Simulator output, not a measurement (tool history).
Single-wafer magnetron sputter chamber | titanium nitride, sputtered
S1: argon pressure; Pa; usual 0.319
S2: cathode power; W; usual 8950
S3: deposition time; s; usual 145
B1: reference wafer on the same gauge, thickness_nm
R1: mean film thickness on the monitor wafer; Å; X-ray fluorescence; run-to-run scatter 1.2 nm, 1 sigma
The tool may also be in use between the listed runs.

run 1 hour=0.0 | S1=0.373 S2=8950 S3=145 | B1=265.243 | R1=2376.05
run 2 hour=31.7 | S1=0.319 S2=8950 S3=145 | B1=265.941 | R1=2437.31
run 3 hour=64.6 | S1=0.319 S2=8950 S3=145 | B1=266.085 | R1=2410.57
run 4 hour=82.4 | S1=0.319 S2=8950 S3=145 | B1=265.799 | R1=2428.89
run 5 hour=105.2 | S1=0.319 S2=8950 S3=145 | B1=266.257 | R1=2413.18
run 6 hour=141.2 | S1=0.319 S2=8950 S3=145 | B1=266.041 | R1=2439.06
run 7 hour=176.3 | S1=0.319 S2=8950 S3=145 | B1=265.742 | R1=2430.26
run 8 hour=217.5 | S1=0.274 S2=8950 S3=145 | B1=265.880 | R1=2466.23
run 9 hour=253.4 | S1=0.274 S2=8950 S3=145 | B1=266.272 | R1=2485.89
run 10 hour=273.8 | S1=0.287 S2=10750 S3=166 | B1=265.686 | R1=3400.12
run 11 hour=292.6 | S1=0.274 S2=8950 S3=145 | B1=266.310 | R1=2463.06
run 12 hour=306.4 | S1=0.319 S2=7850 S3=170 | B1=265.702 | R1=2485.01
run 13 hour=328.5 | S1=0.243 S2=8950 S3=134 | B1=266.176 | R1=2307.61
run 14 hour=359.0 | S1=0.319 S2=8950 S3=145 | B1=265.916 | R1=2437.21
run 15 hour=374.7 | S1=0.319 S2=8950 S3=145 | B1=265.868 | R1=2431.93
run 16 hour=408.2 | S1=0.319 S2=10050 S3=155 | B1=265.660 | R1=2941.88
run 17 hour=426.2 | S1=0.319 S2=7850 S3=145 | B1=266.016 | R1=2113.15
run 18 hour=455.0 | S1=0.319 S2=8950 S3=127 | B1=265.842 | R1=2151.50
run 19 hour=476.2 | S1=0.433 S2=7150 S3=154 | B1=265.764 | R1=1992.06

Withheld: 4 entries from between the runs. Position of each, and hidden state at the listed run before versus the listed run after:
After run 7, before run 8: sputter target and shields replaced (hour 187.1)
  no hidden state differs between the two runs
After run 8, before run 9: magnet pack replaced (hour 252.9)
  no hidden state differs between the two runs
After run 10, before run 11: gauge calibrated (hour 275.4)
  no hidden state differs between the two runs
After run 13, before run 14: capacitance manometer re-zeroed and calibrated (hour 358.5)
  no hidden state differs between the two runs
